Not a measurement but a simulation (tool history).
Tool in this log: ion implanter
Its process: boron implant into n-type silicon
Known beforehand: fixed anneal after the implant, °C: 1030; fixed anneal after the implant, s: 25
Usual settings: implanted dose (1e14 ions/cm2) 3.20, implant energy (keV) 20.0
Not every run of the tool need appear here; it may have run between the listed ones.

run      day  implanted dose (1e14 ions/cm2)  implant energy (keV)  read-back reference wafer on the same gauge, sheet resistance  sheet resistance of the implanted and annealed layer (ohm/square)
  1    0.000                            3.20                  20.0                                                         301.98                                                             285.90
       3.029  -- Faraday cup replaced and dose calibrated
  2    3.858                            3.20                  20.0                                                         301.90                                                             287.23
  3    5.412                            3.20                  20.0                                                         301.98                                                             288.12
  4    9.079                            3.20                  20.0                                                         302.03                                                             287.97
  5   11.383                            3.20                  20.0                                                         302.10                                                             287.61
  6   23.158                            3.20                  20.0                                                         301.95                                                             286.92
  7   25.650                            3.73                  24.5                                                         302.06                                                             246.85
  8   28.871                            3.73                  24.5                                                         302.00                                                             246.06
  9   31.896                            3.73                  24.5                                                         302.01                                                             245.81
 10   35.175                            3.20                  20.0                                                         301.96                                                             285.19
      36.488  -- Faraday cup replaced and dose calibrated
 11   39.554                            3.74                  17.5                                                         301.97                                                             258.93
 12   41.229                            3.74                  17.5                                                         302.03                                                             259.09
 13   43.196                            2.77                  20.0                                                         301.99                                                             325.46
 14   45.279                            2.77                  20.0                                                         302.05                                                             325.09
      48.004  -- gauge calibrated
 15   48.279                            3.20                  20.0                                                         302.01                                                             288.94
 16   51.117                            3.20                  20.0                                                         301.97                                                             289.54
 17   54.292                            3.20                  20.0                                                         302.12                                                             288.73
 18   57.729                            3.20                  20.0                                                         301.98                                                             288.63
 19   61.771                            2.69                  22.0                                                         301.99                                                             327.35
 20   63.988                            3.20                  20.0                                                         301.88                                                             287.52
 21   67.496                            2.59                  22.5                                                         302.02                                                             336.37
      70.054  -- extraction supply calibrated
 22   71.850                            2.51                  26.0                                                         301.98                                                             338.33
 23   75.125                            2.27                  15.5                                                         301.95                                                             387.69
      75.533  -- Faraday cup replaced and dose calibrated
 24   77.217                            3.97                  23.5                                                         302.05                                                             238.31
 25   89.888                            3.99                  20.0                                                         301.91                                                             240.66
 26   92.088                            2.82                  20.0                                                         301.96                                                             319.51
 27   94.596                            3.20                  20.0                                                         301.95                                                             286.92
 28   99.042                            2.63                  14.0                                                         301.98                                                             352.07
 29  104.250                            3.20                  20.0                                                         301.92                                                             285.88
 30  108.375                            4.07                  15.5                                                         301.86                                                             240.54
     108.900  -- Faraday cup replaced and dose calibrated
 31  110.317                            3.20                  16.5                                                         301.94                                                             295.44
 32  113.467                            3.72                  17.5                                                         302.04                                                             259.89
 33  115.092                            3.20                  20.0                                                         301.83                                                             289.62
 34  117.875                            3.79                  17.0                                                         301.98                                                             256.36
 35  119.412                            3.20                  20.0                                                         302.05                                                             289.12
 36  121.333                            3.20                  20.0                                                         302.06                                                             288.35

Table of differences, measured result less the result of that run with no hidden state. Run-to-run variation is the same in both. Gauge scatter possibly is not:
Hidden state at play: deviation of the true dose from the Faraday cup's reading, %; deviation of the true energy from its setpoint, %; gauge reads high (%).
run  sheet resistance of the implanted and annealed layer (ohm/square)
  1                                                              -2.85
  2                                                              -0.81
  3                                                              -0.83
  4                                                              -0.95
  5                                                              -1.07
  6                                                              -2.32
  7                                                              -2.36
  8                                                              -2.86
  9                                                              -3.38
 10                                                              -4.65
 11                                                              +0.65
 12                                                              +0.61
 13                                                              +0.67
 14                                                              +0.54
 15                                                              +0.24
 16                                                              -0.04
 17                                                              -0.43
 18                                                              -0.94
 19                                                              -1.87
 20                                                              -2.08
 21                                                              -3.34
 22                                                              -4.61
 23                                                              -6.66
 24                                                              -0.05
 25                                                              -0.69
 26                                                              -1.21
 27                                                              -1.41
 28                                                              -2.66
 29                                                              -3.12
 30                                                              -3.44
 31                                                              +0.24
 32                                                              +0.15
 33                                                              +0.10
 34                                                              -0.05
 35                                                              -0.17
 36                                                              -0.34

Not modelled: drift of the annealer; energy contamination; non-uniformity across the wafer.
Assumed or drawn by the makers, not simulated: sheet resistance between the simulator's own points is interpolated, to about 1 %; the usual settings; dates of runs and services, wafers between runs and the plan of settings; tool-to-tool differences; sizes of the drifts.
